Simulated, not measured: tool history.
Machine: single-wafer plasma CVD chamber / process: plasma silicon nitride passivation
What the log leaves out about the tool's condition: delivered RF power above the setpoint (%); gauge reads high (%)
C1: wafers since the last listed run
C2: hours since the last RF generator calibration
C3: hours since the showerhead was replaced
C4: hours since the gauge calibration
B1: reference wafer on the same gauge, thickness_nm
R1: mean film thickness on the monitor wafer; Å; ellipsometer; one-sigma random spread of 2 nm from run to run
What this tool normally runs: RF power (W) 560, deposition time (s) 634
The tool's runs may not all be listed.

{"run": 1, "day": 0.0, "RF power (W)": 560, "deposition time (s)": 731, "C1": 0, "C2": 1196.6, "C3": 5227.4, "C4": 84.8, "B1": 748.951, "R1": 10326.08}
{"run": 2, "day": 2.188, "RF power (W)": 620, "deposition time (s)": 596, "C1": 100, "C2": 1249.1, "C3": 5279.9, "C4": 137.3, "B1": 749, "R1": 8692.13}
{"run": 3, "day": 9.433, "RF power (W)": 620, "deposition time (s)": 596, "C1": 332, "C2": 1423, "C3": 5453.8, "C4": 311.2, "B1": 749.099, "R1": 8688.11}
{"run": 4, "day": 11.079, "RF power (W)": 560, "deposition time (s)": 634, "C1": 75, "C2": 1462.5, "C3": 5493.3, "C4": 350.7, "B1": 748.641, "R1": 8912.89}
{"run": 5, "day": 13.038, "RF power (W)": 560, "deposition time (s)": 634, "C1": 89, "C2": 1509.5, "C3": 5540.3, "C4": 397.7, "B1": 748.974, "R1": 8884.08}
{"run": 6, "day": 17.275, "RF power (W)": 505, "deposition time (s)": 677, "C1": 194, "C2": 1611.2, "C3": 5642, "C4": 499.4, "B1": 749.064, "R1": 9132.91}
{"run": 7, "day": 20.642, "RF power (W)": 505, "deposition time (s)": 677, "C1": 154, "C2": 1692, "C3": 5722.8, "C4": 580.2, "B1": 749.094, "R1": 9152.37}
{"run": 8, "day": 24.862, "RF power (W)": 560, "deposition time (s)": 706, "C1": 193, "C2": 1793.3, "C3": 5824.1, "C4": 681.5, "B1": 748.499, "R1": 9855.48}
{"run": 9, "day": 27.308, "RF power (W)": 560, "deposition time (s)": 706, "C1": 112, "C2": 1852, "C3": 5882.8, "C4": 740.2, "B1": 748.967, "R1": 9857.3}
{"run": 10, "day": 30.442, "RF power (W)": 500, "deposition time (s)": 600, "C1": 143, "C2": 1927.2, "C3": 5958, "C4": 815.4, "B1": 749.379, "R1": 8041.59}
{"run": 11, "day": 32.158, "RF power (W)": 500, "deposition time (s)": 600, "C1": 78, "C2": 1968.4, "C3": 5999.2, "C4": 856.6, "B1": 748.955, "R1": 8016}
{"run": 12, "day": 34.783, "RF power (W)": 620, "deposition time (s)": 634, "C1": 120, "C2": 2031.4, "C3": 6062.2, "C4": 919.6, "B1": 748.579, "R1": 9110.14}
{"run": 13, "day": 37.667, "RF power (W)": 620, "deposition time (s)": 634, "C1": 132, "C2": 2100.6, "C3": 6131.4, "C4": 988.8, "B1": 748.716, "R1": 9106.98}
{"run": 14, "day": 39.892, "RF power (W)": 620, "deposition time (s)": 634, "C1": 102, "C2": 2154, "C3": 6184.8, "C4": 1042.2, "B1": 749.081, "R1": 9092.66}
{"run": 15, "day": 42.1, "RF power (W)": 560, "deposition time (s)": 634, "C1": 101, "C2": 2207, "C3": 6237.8, "C4": 1095.2, "B1": 748.848, "R1": 8760.89}
{"day": 43.125, "done": "showerhead replaced"}
{"run": 16, "day": 43.767, "RF power (W)": 645, "deposition time (s)": 634, "C1": 61, "C2": 2247, "C3": 15.4, "C4": 1135.2, "B1": 749.426, "R1": 9197.06}
{"day": 44.7, "done": "RF generator calibrated"}
{"run": 17, "day": 48.038, "RF power (W)": 645, "deposition time (s)": 634, "C1": 180, "C2": 80.1, "C3": 117.9, "C4": 1237.7, "B1": 748.869, "R1": 9509.34}
{"run": 18, "day": 51.225, "RF power (W)": 500, "deposition time (s)": 634, "C1": 146, "C2": 156.6, "C3": 194.4, "C4": 1314.2, "B1": 749.414, "R1": 8637.2}
{"run": 19, "day": 53.038, "RF power (W)": 500, "deposition time (s)": 634, "C1": 83, "C2": 200.1, "C3": 237.9, "C4": 1357.7, "B1": 748.825, "R1": 8709.68}
{"run": 20, "day": 56.154, "RF power (W)": 475, "deposition time (s)": 570, "C1": 143, "C2": 274.9, "C3": 312.7, "C4": 1432.5, "B1": 749.32, "R1": 7660.78}
{"run": 21, "day": 60.4, "RF power (W)": 515, "deposition time (s)": 634, "C1": 194, "C2": 376.8, "C3": 414.6, "C4": 1534.4, "B1": 748.504, "R1": 8754.58}
{"run": 22, "day": 63.596, "RF power (W)": 500, "deposition time (s)": 634, "C1": 146, "C2": 453.5, "C3": 491.3, "C4": 1611.1, "B1": 748.651, "R1": 8687.55}
{"run": 23, "day": 66.292, "RF power (W)": 525, "deposition time (s)": 602, "C1": 123, "C2": 518.2, "C3": 556, "C4": 1675.8, "B1": 749.009, "R1": 8342.05}
{"run": 24, "day": 77.512, "RF power (W)": 560, "deposition time (s)": 706, "C1": 515, "C2": 787.5, "C3": 825.3, "C4": 1945.1, "B1": 749.139, "R1": 10017.39}
{"run": 25, "day": 80.958, "RF power (W)": 560, "deposition time (s)": 634, "C1": 158, "C2": 870.2, "C3": 908, "C4": 2027.8, "B1": 749.509, "R1": 9015}
{"run": 26, "day": 82.783, "RF power (W)": 560, "deposition time (s)": 519, "C1": 83, "C2": 914, "C3": 951.8, "C4": 2071.6, "B1": 748.927, "R1": 7354.68}
{"run": 27, "day": 90.133, "RF power (W)": 610, "deposition time (s)": 634, "C1": 337, "C2": 1090.4, "C3": 1128.2, "C4": 2248, "B1": 748.971, "R1": 9272.62}
{"run": 28, "day": 92.612, "RF power (W)": 560, "deposition time (s)": 634, "C1": 113, "C2": 1149.9, "C3": 1187.7, "C4": 2307.5, "B1": 748.448, "R1": 8975.74}
{"run": 29, "day": 96.388, "RF power (W)": 510, "deposition time (s)": 549, "C1": 173, "C2": 1240.5, "C3": 1278.3, "C4": 2398.1, "B1": 749.219, "R1": 7476.64}
{"day": 99.175, "done": "gauge calibrated"}
{"run": 30, "day": 100.8, "RF power (W)": 560, "deposition time (s)": 516, "C1": 202, "C2": 1346.4, "C3": 1384.2, "C4": 39, "B1": 749.283, "R1": 7268.36}
{"run": 31, "day": 104.921, "RF power (W)": 610, "deposition time (s)": 692, "C1": 189, "C2": 1445.3, "C3": 1483.1, "C4": 137.9, "B1": 749.011, "R1": 10031.02}
{"run": 32, "day": 107.717, "RF power (W)": 465, "deposition time (s)": 540, "C1": 128, "C2": 1512.4, "C3": 1550.2, "C4": 205, "B1": 748.774, "R1": 7101.43}
{"run": 33, "day": 110.125, "RF power (W)": 495, "deposition time (s)": 686, "C1": 110, "C2": 1570.2, "C3": 1608, "C4": 262.8, "B1": 748.683, "R1": 9225.35}
{"run": 34, "day": 112.412, "RF power (W)": 560, "deposition time (s)": 686, "C1": 105, "C2": 1625.1, "C3": 1662.9, "C4": 317.7, "B1": 748.532, "R1": 9645.88}
{"run": 35, "day": 113.921, "RF power (W)": 560, "deposition time (s)": 634, "C1": 69, "C2": 1661.3, "C3": 1699.1, "C4": 353.9, "B1": 749.052, "R1": 8856.28}
{"run": 36, "day": 117.371, "RF power (W)": 520, "deposition time (s)": 556, "C1": 158, "C2": 1744.1, "C3": 1781.9, "C4": 436.7, "B1": 748.918, "R1": 7571.9}
{"run": 37, "day": 118.9, "RF power (W)": 530, "deposition time (s)": 634, "C1": 70, "C2": 1780.8, "C3": 1818.6, "C4": 473.4, "B1": 749.312, "R1": 8697.24}
{"run": 38, "day": 123.267, "RF power (W)": 475, "deposition time (s)": 562, "C1": 200, "C2": 1885.6, "C3": 1923.4, "C4": 578.2, "B1": 749.044, "R1": 7380.31}
{"run": 39, "day": 125.096, "RF power (W)": 605, "deposition time (s)": 674, "C1": 83, "C2": 1929.5, "C3": 1967.3, "C4": 622.1, "B1": 749.009, "R1": 9643.68}
{"run": 40, "day": 127.171, "RF power (W)": 615, "deposition time (s)": 510, "C1": 95, "C2": 1979.3, "C3": 2017.1, "C4": 671.9, "B1": 748.85, "R1": 7280.7}
{"run": 41, "day": 129.017, "RF power (W)": 560, "deposition time (s)": 601, "C1": 84, "C2": 2023.6, "C3": 2061.4, "C4": 716.2, "B1": 749.125, "R1": 8345.25}

Below are 5 alternative next runs, each starting from the tool's condition after run 41. Predict each:
{"run": "A", "day": 129.042, "RF power (W)": 560, "deposition time (s)": 634, "C1": 1, "C2": 2024.2, "C3": 2062, "C4": 716.8, "B1": "?", "R1": "?"}
{"run": "B", "day": 129.042, "RF power (W)": 605, "deposition time (s)": 634, "C1": 1, "C2": 2024.2, "C3": 2062, "C4": 716.8, "B1": "?", "R1": "?"}
{"run": "C", "day": 129.042, "RF power (W)": 665, "deposition time (s)": 512, "C1": 1, "C2": 2024.2, "C3": 2062, "C4": 716.8, "B1": "?", "R1": "?"}
{"run": "D", "day": 129.042, "RF power (W)": 660, "deposition time (s)": 634, "C1": 1, "C2": 2024.2, "C3": 2062, "C4": 716.8, "B1": "?", "R1": "?"}
{"run": "E", "day": 129.042, "RF power (W)": 465, "deposition time (s)": 755, "C1": 1, "C2": 2024.2, "C3": 2062, "C4": 716.8, "B1": "?", "R1": "?"}

run=A B1=748.696 R1=8790.63
run=B B1=748.696 R1=9027.64
run=C B1=748.696 R1=7528.72
run=D B1=748.696 R1=9298.91
run=E B1=748.696 R1=9806
Stripped of hidden state, with their random variation kept, the same runs would have yielded:
run=A R1=9044.7
run=B R1=9288.56
run=C R1=7746.31
run=D R1=9567.67
run=E R1=10089.41
